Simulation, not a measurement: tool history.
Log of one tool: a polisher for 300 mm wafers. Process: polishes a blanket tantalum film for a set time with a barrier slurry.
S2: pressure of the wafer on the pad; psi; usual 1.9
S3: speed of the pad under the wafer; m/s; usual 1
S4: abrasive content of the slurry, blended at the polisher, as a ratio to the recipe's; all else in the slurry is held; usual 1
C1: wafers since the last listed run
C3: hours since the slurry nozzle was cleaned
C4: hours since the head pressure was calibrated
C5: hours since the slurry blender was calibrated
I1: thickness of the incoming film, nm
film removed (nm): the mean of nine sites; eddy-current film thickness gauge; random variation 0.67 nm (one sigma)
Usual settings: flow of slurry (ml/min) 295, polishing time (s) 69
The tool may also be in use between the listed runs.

Run 1, hour 0: usual settings; C1 0; wafers polished on this pad 3882; C3 83.8; C4 204.9; C5 333.1; I1 450.5. Result: film removed (nm) 100.4.
Run 2, hour 74: usual settings; C1 903; wafers polished on this pad 4785; C3 157.8; C4 278.9; C5 407.1; I1 449.8. Result: film removed (nm) 99.1.
Run 3, hour 154.1: usual settings; C1 978; wafers polished on this pad 5763; C3 237.9; C4 359; C5 487.2; I1 446.6. Result: film removed (nm) 98.3.
At hour 158.4: worn pad replaced by a new one.
Run 4, hour 212.1: usual settings but flow of slurry (ml/min) 235; C1 659; wafers polished on this pad 655; C3 295.9; C4 417; C5 545.2; I1 449.7. Result: film removed (nm) 95.5.
At hour 234.2: slurry blender recalibrated.
Run 5, hour 273.4: usual settings but flow of slurry (ml/min) 235; C1 724; wafers polished on this pad 1379; C3 357.2; C4 478.3; C5 39.2; I1 454.7. Result: film removed (nm) 95.5.
At hour 326.1: head pressure recalibrated.
Run 6, hour 345.8: usual settings but flow of slurry (ml/min) 235; C1 859; wafers polished on this pad 2239; C3 429.6; C4 19.7; C5 111.6; I1 452. Result: film removed (nm) 101.4.
Run 7, hour 447.9: usual settings; C1 1246; wafers polished on this pad 3485; C3 531.7; C4 121.8; C5 213.7; I1 452.3. Result: film removed (nm) 100.9.
At hour 532.3: slurry nozzle cleaned.
Run 8, hour 552.1: usual settings; C1 1260; wafers polished on this pad 4746; C3 19.8; C4 226; C5 317.9; I1 455.3. Result: film removed (nm) 99.4.
Run 9, hour 597.2: usual settings but S2 2.3 psi, polishing time (s) 74; C1 550; wafers polished on this pad 5296; C3 64.9; C4 271.1; C5 363; I1 446.3. Result: film removed (nm) 128.8.
Run 10, hour 692.9: usual settings but S2 2.3 psi, polishing time (s) 74; C1 1168; wafers polished on this pad 6465; C3 160.6; C4 366.8; C5 458.7; I1 448.9. Result: film removed (nm) 127.7.
At hour 725.6: worn pad replaced by a new one.
At hour 726.1: slurry blender recalibrated.
Run 11, hour 772.3: usual settings but S2 2.3 psi, polishing time (s) 74; C1 915; wafers polished on this pad 564; C3 240; C4 446.2; C5 46.2; I1 456.3. Result: film removed (nm) 128.5.
At hour 831.6: head pressure recalibrated.
Run 12, hour 976.5: usual settings; C1 2469; wafers polished on this pad 3033; C3 444.2; C4 144.9; C5 250.4; I1 453.2. Result: film removed (nm) 100.2.
Run 13, hour 1051.9: usual settings; C1 920; wafers polished on this pad 3954; C3 519.6; C4 220.3; C5 325.8; I1 450.3. Result: film removed (nm) 99.1.
Run 14, hour 1129.2: usual settings but S4 1.05; C1 943; wafers polished on this pad 4898; C3 596.9; C4 297.6; C5 403.1; I1 451. Result: film removed (nm) 100.1.
At hour 1187.1: slurry nozzle cleaned.
At hour 1204: slurry blender recalibrated.
Run 15, hour 1224.7: usual settings but S2 1.6 psi, polishing time (s) 60; C1 1129; wafers polished on this pad 6027; C3 37.6; C4 393.1; C5 20.7; I1 447.9. Result: film removed (nm) 71.6.
At hour 1270.9: worn pad replaced by a new one.
Run 16, hour 1272.2: usual settings; C1 531; wafers polished on this pad 15; C3 85.1; C4 440.6; C5 68.2; I1 449.4. Result: film removed (nm) 96.4.
Run 17, hour 1319.2: usual settings but S2 2.5 psi; C1 573; wafers polished on this pad 589; C3 132.1; C4 487.6; C5 115.2; I1 454.3. Result: film removed (nm) 126.9.
At hour 1339.4: head pressure recalibrated.
Run 18, hour 1425.2: usual settings but flow of slurry (ml/min) 200; C1 1269; wafers polished on this pad 1859; C3 238.1; C4 85.8; C5 221.2; I1 448.7. Result: film removed (nm) 97.
Run 19, hour 1485.8: usual settings but S3 0.64 m/s, S4 0.9, polishing time (s) 84; C1 739; wafers polished on this pad 2599; C3 298.7; C4 146.4; C5 281.8; I1 446.3. Result: film removed (nm) 75.7.
Run 20, hour 1561.7: usual settings but flow of slurry (ml/min) 385; C1 926; wafers polished on this pad 3526; C3 374.6; C4 222.3; C5 357.7; I1 455.6. Result: film removed (nm) 102.1.
Run 21, hour 1664: usual settings; C1 1249; wafers polished on this pad 4775; C3 476.9; C4 324.6; C5 460; I1 449.8. Result: film removed (nm) 97.3.
Run 22, hour 1706.4: usual settings but polishing time (s) 81; C1 517; wafers polished on this pad 5293; C3 519.3; C4 367; C5 502.4; I1 457. Result: film removed (nm) 114.4.
At hour 1717.4: worn pad replaced by a new one.
At hour 1744.3: slurry blender recalibrated.
Run 23, hour 1776.4: usual settings but flow of slurry (ml/min) 230; C1 781; wafers polished on this pad 696; C3 589.3; C4 437; C5 32.1; I1 449.2. Result: film removed (nm) 94.
Run 24, hour 1838: usual settings; C1 752; wafers polished on this pad 1448; C3 650.9; C4 498.6; C5 93.7; I1 451.2. Result: film removed (nm) 97.
At hour 1846.2: head pressure recalibrated.
At hour 1930: slurry nozzle cleaned.
Run 25, hour 1982.9: usual settings but polishing time (s) 79; C1 1732; wafers polished on this pad 3181; C3 52.9; C4 136.7; C5 238.6; I1 447.2. Result: film removed (nm) 117.1.
Run 26, hour 2069.7: usual settings; C1 1059; wafers polished on this pad 4241; C3 139.7; C4 223.5; C5 325.4; I1 445.4. Result: film removed (nm) 100.8.
Run 27, hour 2131: usual settings; C1 748; wafers polished on this pad 4989; C3 201; C4 284.8; C5 386.7; I1 454.5. Result: film removed (nm) 99.
At hour 2205: worn pad replaced by a new one.
Run 28, hour 2221.2: usual settings but S3 1.16 m/s; C1 1052; wafers polished on this pad 197; C3 291.2; C4 375; C5 476.9; I1 456.2. Result: film removed (nm) 113.2.
At hour 2234.2: slurry blender recalibrated.
At hour 2280.8: head pressure recalibrated.
Run 29, hour 2291.8: usual settings but flow of slurry (ml/min) 250, S2 1.6 psi; C1 813; wafers polished on this pad 1011; C3 361.8; C4 11; C5 57.6; I1 445.4. Result: film removed (nm) 86.7.

Forecast each of these 5 alternatives for the next run:
Run A, hour 2292.2: usual settings but S2 2.6 psi; C1 4; wafers polished on this pad 1016; C3 362.2; C4 11.4; C5 58; I1 448.8. Result: film removed (nm) ?.
Run B, hour 2292.2: usual settings but S3 1.34 m/s; C1 4; wafers polished on this pad 1016; C3 362.2; C4 11.4; C5 58; I1 448.8. Result: film removed (nm) ?.
Run C, hour 2292.2: usual settings but flow of slurry (ml/min) 380, S2 2.3 psi, S4 1.2, polishing time (s) 49; C1 4; wafers polished on this pad 1016; C3 362.2; C4 11.4; C5 58; I1 448.8. Result: film removed (nm) ?.
Run D, hour 2292.2: usual settings but S2 1.7 psi, S3 0.68 m/s, polishing time (s) 80; C1 4; wafers polished on this pad 1016; C3 362.2; C4 11.4; C5 58; I1 448.8. Result: film removed (nm) ?.
Run E, hour 2292.2: usual settings but S3 0.7 m/s; C1 4; wafers polished on this pad 1016; C3 362.2; C4 11.4; C5 58; I1 448.8. Result: film removed (nm) ?.

run  film removed (nm)
  A              143.7
  B              140.7
  C               97.3
  D               74.1
  E               73.5
Without the tool's hidden state the same runs would have given:
run  film removed (nm)
  A              144.7
  B              141.6
  C               97.9
  D               74.6
  E                 74
